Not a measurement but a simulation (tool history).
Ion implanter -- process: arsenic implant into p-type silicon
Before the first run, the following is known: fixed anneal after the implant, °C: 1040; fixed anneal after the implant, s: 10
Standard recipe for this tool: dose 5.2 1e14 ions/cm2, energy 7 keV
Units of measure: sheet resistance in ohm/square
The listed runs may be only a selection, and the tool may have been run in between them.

run    hour  dose  energy  read-back reference wafer on the same gauge, sheet resistance  sheet resistance
  1       0  5.57       7                                                         217.04            209.38
  2    71.2  5.57       7                                                         217.01            209.68
  3   163.5  5.57       7                                                         217.04            209.63
  4   247.4   5.2       7                                                         216.98             220.4
  5     326   5.2       7                                                         217.16            219.37
  6   433.2   5.2       7                                                         217.07            219.78
  7   477.5   5.2       7                                                          217.1            219.75
  8   567.3   5.2       7                                                         217.08            220.35
  9   651.2   5.2       7                                                         217.08            220.39
 10   739.3   5.2       7                                                            217            220.47
 11   840.4   5.2       7                                                          217.1            220.23
 12   942.9   5.2       7                                                         216.97            221.02
 13    1010   5.2       5                                                         216.96             226.2
 14  1063.9   5.2       7                                                         216.95            221.52
 15  1116.7   4.7       8                                                         217.12            236.58
     1132.7  -- extraction supply calibrated
       1168  -- gauge calibrated
     1255.4  -- Faraday cup replaced and dose calibrated
 16  1326.9   5.2       9                                                         216.88            214.78
 17  1395.5  3.65     9.5                                                         217.01            277.12
 18  1499.6   5.2       7                                                         217.11            218.62
 19  1601.2  4.39     5.5                                                         216.91            251.53
 20  1649.9  5.91     5.5                                                         217.07            202.89
 21  1717.9  4.02     4.5                                                         216.99            271.43
 22  1904.4  6.28       7                                                         216.93            192.54
 23  1941.5   3.8     8.5                                                         217.04            272.29
 24  1995.4  5.99       7                                                         217.05            199.25
 25  2161.4   5.2       7                                                         217.04            219.55
 26  2227.6  6.38       9                                                         217.06            187.56

Alternative continuations, all from the tool just after run 26; predict every row:
  A  2228   5.2     9.5                                                              ?                 ?
  B  2228  6.38       7                                                              ?                 ?
  C  2228  4.32       5                                                              ?                 ?
  D  2228   6.1     9.5                                                              ?                 ?

run  read-back reference wafer on the same gauge, sheet resistance  sheet resistance
  A                                                         217.04            214.29
  B                                                         217.04            190.49
  C                                                         217.04            255.48
  D                                                         217.04            191.91
Without the tool's unlogged condition, the same runs would have read:
run  sheet resistance
  A            213.46
  B            189.81
  C            254.43
  D             191.2
